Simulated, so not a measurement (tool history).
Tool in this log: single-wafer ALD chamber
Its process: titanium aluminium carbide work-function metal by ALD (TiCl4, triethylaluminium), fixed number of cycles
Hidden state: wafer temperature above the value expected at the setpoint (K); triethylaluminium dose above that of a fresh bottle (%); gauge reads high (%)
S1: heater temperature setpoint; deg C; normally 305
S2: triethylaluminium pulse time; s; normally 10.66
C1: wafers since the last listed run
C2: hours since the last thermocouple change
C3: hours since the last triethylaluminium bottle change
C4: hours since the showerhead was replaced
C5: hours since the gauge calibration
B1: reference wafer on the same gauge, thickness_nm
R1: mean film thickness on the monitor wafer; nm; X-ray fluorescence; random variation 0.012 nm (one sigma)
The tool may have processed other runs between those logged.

run 1 hour=0.0 | S1=317 S2=10.66 | C1=0 C2=1451.0 C3=323.0 C4=2638.9 C5=235.6 | B1=2.139 | R1=2.260
run 2 hour=10.7 | S1=317 S2=10.66 | C1=137 C2=1461.7 C3=333.7 C4=2649.6 C5=246.3 | B1=2.145 | R1=2.276
run 3 hour=22.8 | S1=317 S2=10.66 | C1=155 C2=1473.8 C3=345.8 C4=2661.7 C5=258.4 | B1=2.147 | R1=2.243
run 4 hour=40.6 | S1=305 S2=10.66 | C1=228 C2=1491.6 C3=363.6 C4=2679.5 C5=276.2 | B1=2.143 | R1=2.150
run 5 hour=49.3 | S1=305 S2=10.66 | C1=111 C2=1500.3 C3=372.3 C4=2688.2 C5=284.9 | B1=2.137 | R1=2.162
run 6 hour=59.6 | S1=305 S2=12.78 | C1=131 C2=1510.6 C3=382.6 C4=2698.5 C5=295.2 | B1=2.142 | R1=2.214
run 7 hour=70.4 | S1=305 S2=7.73 | C1=138 C2=1521.4 C3=393.4 C4=2709.3 C5=306.0 | B1=2.139 | R1=2.001
run 8 hour=77.4 | S1=305 S2=7.73 | C1=89 C2=1528.4 C3=400.4 C4=2716.3 C5=313.0 | B1=2.146 | R1=1.995
run 9 hour=91.8 | S1=305 S2=10.66 | C1=184 C2=1542.8 C3=414.8 C4=2730.7 C5=327.4 | B1=2.146 | R1=2.135
run 10 hour=100.1 | S1=305 S2=10.66 | C1=106 C2=1551.1 C3=423.1 C4=2739.0 C5=335.7 | B1=2.137 | R1=2.131
-- hour=107.3 gauge calibrated
-- hour=121.3 thermocouple changed; heater temperature recalibrated
run 11 hour=121.8 | S1=305 S2=10.66 | C1=175 C2=0.5 C3=444.8 C4=2760.7 C5=14.5 | B1=2.140 | R1=2.147
run 12 hour=134.6 | S1=305 S2=10.66 | C1=164 C2=13.3 C3=457.6 C4=2773.5 C5=27.3 | B1=2.141 | R1=2.142
run 13 hour=150.0 | S1=305 S2=10.66 | C1=197 C2=28.7 C3=473.0 C4=2788.9 C5=42.7 | B1=2.141 | R1=2.140
run 14 hour=156.7 | S1=297 S2=10.66 | C1=85 C2=35.4 C3=479.7 C4=2795.6 C5=49.4 | B1=2.142 | R1=2.089
run 15 hour=163.6 | S1=290 S2=14.86 | C1=88 C2=42.3 C3=486.6 C4=2802.5 C5=56.3 | B1=2.137 | R1=2.112
run 16 hour=181.0 | S1=305 S2=9.34 | C1=222 C2=59.7 C3=504.0 C4=2819.9 C5=73.7 | B1=2.137 | R1=2.078
run 17 hour=188.0 | S1=299 S2=7.15 | C1=89 C2=66.7 C3=511.0 C4=2826.9 C5=80.7 | B1=2.142 | R1=1.896
run 18 hour=198.5 | S1=292 S2=12.66 | C1=134 C2=77.2 C3=521.5 C4=2837.4 C5=91.2 | B1=2.141 | R1=2.091
run 19 hour=205.9 | S1=315 S2=14.01 | C1=94 C2=84.6 C3=528.9 C4=2844.8 C5=98.6 | B1=2.141 | R1=2.303
run 20 hour=214.5 | S1=310 S2=12.90 | C1=110 C2=93.2 C3=537.5 C4=2853.4 C5=107.2 | B1=2.140 | R1=2.255
run 21 hour=228.4 | S1=305 S2=10.66 | C1=178 C2=107.1 C3=551.4 C4=2867.3 C5=121.1 | B1=2.140 | R1=2.127
-- hour=250.6 triethylaluminium bottle replaced
-- hour=251.6 showerhead replaced
run 22 hour=252.1 | S1=305 S2=10.66 | C1=188 C2=130.8 C3=1.5 C4=0.5 C5=144.8 | B1=2.138 | R1=2.228
run 23 hour=259.6 | S1=311 S2=8.24 | C1=96 C2=138.3 C3=9.0 C4=8.0 C5=152.3 | B1=2.139 | R1=2.202
run 24 hour=276.9 | S1=294 S2=12.25 | C1=221 C2=155.6 C3=26.3 C4=25.3 C5=169.6 | B1=2.143 | R1=2.162
run 25 hour=291.3 | S1=298 S2=10.66 | C1=184 C2=170.0 C3=40.7 C4=39.7 C5=184.0 | B1=2.137 | R1=2.136
run 26 hour=297.7 | S1=316 S2=10.66 | C1=82 C2=176.4 C3=47.1 C4=46.1 C5=190.4 | B1=2.137 | R1=2.329
run 27 hour=310.1 | S1=305 S2=10.66 | C1=158 C2=188.8 C3=59.5 C4=58.5 C5=202.8 | B1=2.143 | R1=2.219
run 28 hour=316.3 | S1=300 S2=7.77 | C1=79 C2=195.0 C3=65.7 C4=64.7 C5=209.0 | B1=2.137 | R1=2.057

How the hidden state differs across the entries between the runs, from the last listed run before each to the first after it:
Runs 10 to 11: gauge calibrated (hour 107.3); thermocouple changed; heater temperature recalibrated (hour 121.3)
  triethylaluminium dose above that of a fresh bottle (%): -28 -> -28.3
  what was measured, less what the result would be without the hidden state, R1: -0.096 -> -0.099 nm
Runs 21 to 22: triethylaluminium bottle replaced (hour 250.6); showerhead replaced (hour 251.6)
  triethylaluminium dose above that of a fresh bottle (%): -29.5 -> -4.71
  what was measured, less what the result would be without the hidden state, R1: -0.105 -> -0.010 nm
